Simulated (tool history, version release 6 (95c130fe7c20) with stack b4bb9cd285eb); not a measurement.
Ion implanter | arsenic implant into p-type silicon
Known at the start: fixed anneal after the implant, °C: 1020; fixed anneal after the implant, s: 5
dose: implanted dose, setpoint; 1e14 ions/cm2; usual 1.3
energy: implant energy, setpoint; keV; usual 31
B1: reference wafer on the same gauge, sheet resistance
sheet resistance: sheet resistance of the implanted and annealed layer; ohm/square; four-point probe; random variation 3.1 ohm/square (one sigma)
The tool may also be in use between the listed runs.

Run 1, hour 0: usual settings but dose 1 1e14 ions/cm2, energy 36 keV; B1 578.72. Result: sheet resistance 651.01 ohm/square.
Run 2, hour 211: usual settings but dose 1 1e14 ions/cm2, energy 36 keV; B1 583.99. Result: sheet resistance 653.94 ohm/square.
Run 3, hour 274.1: usual settings but dose 1.58 1e14 ions/cm2; B1 585.22. Result: sheet resistance 495.42 ohm/square.
Run 4, hour 341.6: usual settings but dose 1.58 1e14 ions/cm2; B1 586.45. Result: sheet resistance 493.21 ohm/square.
Run 5, hour 404: usual settings but energy 36 keV; B1 587.57. Result: sheet resistance 553.15 ohm/square.
Run 6, hour 459.4: usual settings but energy 36 keV; B1 588.73. Result: sheet resistance 551.96 ohm/square.
At hour 512.7: Faraday cup replaced and dose calibrated.
Run 7, hour 540: usual settings; B1 588.29. Result: sheet resistance 571.59 ohm/square.
Run 8, hour 617.7: usual settings; B1 590.02. Result: sheet resistance 567.32 ohm/square.
Run 9, hour 673.9: usual settings; B1 589.66. Result: sheet resistance 566.36 ohm/square.
At hour 791.8: gauge calibrated.
Run 10, hour 800.9: usual settings; B1 567.88. Result: sheet resistance 549.87 ohm/square.
Run 11, hour 896.7: usual settings but dose 1.6 1e14 ions/cm2, energy 25 keV; B1 573.73. Result: sheet resistance 492.85 ohm/square.
Run 12, hour 1003.7: usual settings but dose 1.49 1e14 ions/cm2, energy 34.5 keV; B1 578.89. Result: sheet resistance 499.56 ohm/square.
At hour 1022.7: extraction supply calibrated.
Run 13, hour 1046.9: usual settings but dose 1.61 1e14 ions/cm2; B1 579.59. Result: sheet resistance 482.5 ohm/square.
Run 14, hour 1153.5: usual settings but dose 1.43 1e14 ions/cm2, energy 39.5 keV; B1 583.5. Result: sheet resistance 506.17 ohm/square.
Run 15, hour 1220.3: usual settings; B1 583.79. Result: sheet resistance 560.52 ohm/square.
Run 16, hour 1277.6: usual settings but energy 20.5 keV; B1 584.57. Result: sheet resistance 606 ohm/square.
Run 17, hour 1319: usual settings; B1 585.72. Result: sheet resistance 556.94 ohm/square.
Run 18, hour 1365: usual settings but dose 1.64 1e14 ions/cm2, energy 27 keV; B1 586.01. Result: sheet resistance 491.33 ohm/square.

5 ways to go on from here, each from the tool as it stands after run 18. What would each give?
Run A, hour 1365.4: usual settings but dose 1.43 1e14 ions/cm2; B1 ?. Result: sheet resistance ?.
Run B, hour 1365.4: usual settings but energy 36.5 keV; B1 ?. Result: sheet resistance ?.
Run C, hour 1365.4: usual settings but dose 1.42 1e14 ions/cm2, energy 38.5 keV; B1 ?. Result: sheet resistance ?.
Run D, hour 1365.4: usual settings but dose 0.99 1e14 ions/cm2, energy 26.5 keV; B1 ?. Result: sheet resistance ?.
Run E, hour 1365.4: usual settings but dose 0.96 1e14 ions/cm2, energy 25 keV; B1 ?. Result: sheet resistance ?.

run      B1  sheet resistance
  A  586.55             523.4
  B  586.55            543.32
  C  586.55            506.32
  D  586.55             694.8
  E  586.55            717.32
Without the tool's hidden state the same runs would have given:
run  sheet resistance
  A             508.5
  B            527.85
  C             491.9
  D            675.01
  E            696.89

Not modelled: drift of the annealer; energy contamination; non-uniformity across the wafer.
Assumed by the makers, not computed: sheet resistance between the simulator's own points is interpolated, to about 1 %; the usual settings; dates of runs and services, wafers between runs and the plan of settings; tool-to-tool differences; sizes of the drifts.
